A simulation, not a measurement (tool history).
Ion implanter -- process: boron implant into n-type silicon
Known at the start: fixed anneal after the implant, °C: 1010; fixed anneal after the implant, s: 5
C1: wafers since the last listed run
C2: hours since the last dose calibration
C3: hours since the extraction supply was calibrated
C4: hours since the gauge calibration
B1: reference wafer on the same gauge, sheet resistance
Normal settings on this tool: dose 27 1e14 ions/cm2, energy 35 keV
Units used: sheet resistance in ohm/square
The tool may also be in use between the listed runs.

{"run": 1, "hour": 0.0, "dose": 22.99, "energy": 35, "C1": 0, "C2": 61.7, "C3": 2234, "C4": 911.8, "B1": 44.87, "sheet resistance": 61.22}
{"run": 2, "hour": 64.0, "dose": 27, "energy": 35, "C1": 1035, "C2": 125.7, "C3": 2298, "C4": 975.8, "B1": 44.84, "sheet resistance": 56.02}
{"run": 3, "hour": 133.7, "dose": 27, "energy": 35, "C1": 1128, "C2": 195.4, "C3": 2367.7, "C4": 1045.5, "B1": 44.82, "sheet resistance": 56}
{"run": 4, "hour": 185.2, "dose": 27, "energy": 35, "C1": 833, "C2": 246.9, "C3": 2419.2, "C4": 1097, "B1": 44.86, "sheet resistance": 56.19}
{"run": 5, "hour": 246.6, "dose": 27, "energy": 35, "C1": 993, "C2": 308.3, "C3": 2480.6, "C4": 1158.4, "B1": 44.78, "sheet resistance": 56.29}
{"run": 6, "hour": 298.0, "dose": 27, "energy": 35, "C1": 831, "C2": 359.7, "C3": 2532, "C4": 1209.8, "B1": 44.79, "sheet resistance": 56.59}
{"run": 7, "hour": 324.2, "dose": 27, "energy": 35, "C1": 424, "C2": 385.9, "C3": 2558.2, "C4": 1236, "B1": 44.82, "sheet resistance": 56.41}
{"run": 8, "hour": 395.6, "dose": 27, "energy": 35, "C1": 1155, "C2": 457.3, "C3": 2629.6, "C4": 1307.4, "B1": 44.85, "sheet resistance": 56.72}
{"hour": 409.3, "done": "gauge calibrated"}
{"run": 9, "hour": 464.8, "dose": 27, "energy": 35, "C1": 1119, "C2": 526.5, "C3": 2698.8, "C4": 55.5, "B1": 44.76, "sheet resistance": 56.51}
{"run": 10, "hour": 527.5, "dose": 27, "energy": 35, "C1": 1014, "C2": 589.2, "C3": 2761.5, "C4": 118.2, "B1": 44.76, "sheet resistance": 56.92}
{"run": 11, "hour": 593.7, "dose": 27, "energy": 35, "C1": 1071, "C2": 655.4, "C3": 2827.7, "C4": 184.4, "B1": 44.81, "sheet resistance": 56.58}
{"run": 12, "hour": 655.2, "dose": 32.1, "energy": 35, "C1": 995, "C2": 716.9, "C3": 2889.2, "C4": 245.9, "B1": 44.77, "sheet resistance": 52.29}
{"hour": 717.8, "done": "Faraday cup replaced and dose calibrated"}
{"run": 13, "hour": 721.6, "dose": 32.1, "energy": 35, "C1": 945, "C2": 3.8, "C3": 2955.6, "C4": 312.3, "B1": 44.79, "sheet resistance": 51.51}
{"run": 14, "hour": 786.2, "dose": 20.06, "energy": 38.5, "C1": 1045, "C2": 68.4, "C3": 3020.2, "C4": 376.9, "B1": 44.81, "sheet resistance": 65.6}
{"run": 15, "hour": 813.3, "dose": 33.89, "energy": 31, "C1": 438, "C2": 95.5, "C3": 3047.3, "C4": 404, "B1": 44.84, "sheet resistance": 52.15}
{"hour": 865.7, "done": "extraction supply calibrated"}
{"run": 16, "hour": 870.9, "dose": 30.03, "energy": 40.5, "C1": 802, "C2": 153.1, "C3": 5.2, "C4": 461.6, "B1": 44.8, "sheet resistance": 51.23}
{"run": 17, "hour": 941.0, "dose": 19.83, "energy": 25, "C1": 1134, "C2": 223.2, "C3": 75.3, "C4": 531.7, "B1": 44.79, "sheet resistance": 70.98}
{"run": 18, "hour": 983.1, "dose": 27, "energy": 35, "C1": 681, "C2": 265.3, "C3": 117.4, "C4": 573.8, "B1": 44.84, "sheet resistance": 56.32}
{"run": 19, "hour": 1049.2, "dose": 31.58, "energy": 41, "C1": 1069, "C2": 331.4, "C3": 183.5, "C4": 639.9, "B1": 44.77, "sheet resistance": 50.09}
{"run": 20, "hour": 1105.4, "dose": 30.11, "energy": 29, "C1": 909, "C2": 387.6, "C3": 239.7, "C4": 696.1, "B1": 44.84, "sheet resistance": 56.13}
{"run": 21, "hour": 1157.0, "dose": 27, "energy": 46, "C1": 835, "C2": 439.2, "C3": 291.3, "C4": 747.7, "B1": 44.79, "sheet resistance": 53.62}
{"run": 22, "hour": 1196.2, "dose": 32.87, "energy": 24.5, "C1": 634, "C2": 478.4, "C3": 330.5, "C4": 786.9, "B1": 44.82, "sheet resistance": 57.74}
{"run": 23, "hour": 1242.3, "dose": 27, "energy": 39.5, "C1": 746, "C2": 524.5, "C3": 376.6, "C4": 833, "B1": 44.76, "sheet resistance": 55.54}
{"run": 24, "hour": 1310.2, "dose": 27, "energy": 35, "C1": 1098, "C2": 592.4, "C3": 444.5, "C4": 900.9, "B1": 44.82, "sheet resistance": 56.83}
{"hour": 1373.0, "done": "Faraday cup replaced and dose calibrated"}
{"run": 25, "hour": 1373.5, "dose": 27, "energy": 35, "C1": 894, "C2": 0.5, "C3": 507.8, "C4": 964.2, "B1": 44.81, "sheet resistance": 56.21}
{"run": 26, "hour": 1434.7, "dose": 19.72, "energy": 46, "C1": 990, "C2": 61.7, "C3": 569, "C4": 1025.4, "B1": 44.86, "sheet resistance": 65.68}
{"run": 27, "hour": 1459.4, "dose": 32.09, "energy": 35, "C1": 399, "C2": 86.4, "C3": 593.7, "C4": 1050.1, "B1": 44.78, "sheet resistance": 51.62}
{"run": 28, "hour": 1515.1, "dose": 20.45, "energy": 38.5, "C1": 901, "C2": 142.1, "C3": 649.4, "C4": 1105.8, "B1": 44.82, "sheet resistance": 64.99}
{"run": 29, "hour": 1583.2, "dose": 27, "energy": 35, "C1": 1102, "C2": 210.2, "C3": 717.5, "C4": 1173.9, "B1": 44.78, "sheet resistance": 56.3}
{"run": 30, "hour": 1629.1, "dose": 24.8, "energy": 35, "C1": 742, "C2": 256.1, "C3": 763.4, "C4": 1219.8, "B1": 44.81, "sheet resistance": 58.81}
{"run": 31, "hour": 1698.7, "dose": 32.28, "energy": 39, "C1": 1126, "C2": 325.7, "C3": 833, "C4": 1289.4, "B1": 44.78, "sheet resistance": 50.1}
{"run": 32, "hour": 1760.7, "dose": 27, "energy": 35, "C1": 1003, "C2": 387.7, "C3": 895, "C4": 1351.4, "B1": 44.81, "sheet resistance": 56.68}
{"run": 33, "hour": 1800.9, "dose": 27, "energy": 35, "C1": 650, "C2": 427.9, "C3": 935.2, "C4": 1391.6, "B1": 44.83, "sheet resistance": 56.62}
{"run": 34, "hour": 1834.0, "dose": 30.92, "energy": 46.5, "C1": 535, "C2": 461, "C3": 968.3, "C4": 1424.7, "B1": 44.82, "sheet resistance": 49.63}
{"hour": 1846.8, "done": "gauge calibrated"}
{"run": 35, "hour": 1898.4, "dose": 19.13, "energy": 43, "C1": 1042, "C2": 525.4, "C3": 1032.7, "C4": 51.6, "B1": 44.76, "sheet resistance": 68.59}
{"run": 36, "hour": 1926.7, "dose": 24.79, "energy": 35, "C1": 458, "C2": 553.7, "C3": 1061, "C4": 79.9, "B1": 44.8, "sheet resistance": 59.8}
{"run": 37, "hour": 1975.3, "dose": 34.09, "energy": 41.5, "C1": 786, "C2": 602.3, "C3": 1109.6, "C4": 128.5, "B1": 44.79, "sheet resistance": 48.67}

Exercise: give the hidden state of the tool at every run:
deviation of the true energy from its setpoint, %: 0 on each run
gauge reads high (%): 0 on each run
H1: deviation of the true dose from the Faraday cup's reading, %
run=1 H1=0.254
run=2 H1=-0.0735
run=3 H1=-0.431
run=4 H1=-0.694
run=5 H1=-1.01
run=6 H1=-1.27
run=7 H1=-1.41
run=8 H1=-1.77
run=9 H1=-2.13
run=10 H1=-2.45
run=11 H1=-2.79
run=12 H1=-3.1
run=13 H1=0.214
run=14 H1=-0.117
run=15 H1=-0.256
run=16 H1=-0.551
run=17 H1=-0.91
run=18 H1=-1.13
run=19 H1=-1.46
run=20 H1=-1.75
run=21 H1=-2.02
run=22 H1=-2.22
run=23 H1=-2.45
run=24 H1=-2.8
run=25 H1=-0.0635
run=26 H1=-0.377
run=27 H1=-0.504
run=28 H1=-0.789
run=29 H1=-1.14
run=30 H1=-1.37
run=31 H1=-1.73
run=32 H1=-2.05
run=33 H1=-2.25
run=34 H1=-2.42
run=35 H1=-2.75
run=36 H1=-2.9
run=37 H1=-3.15
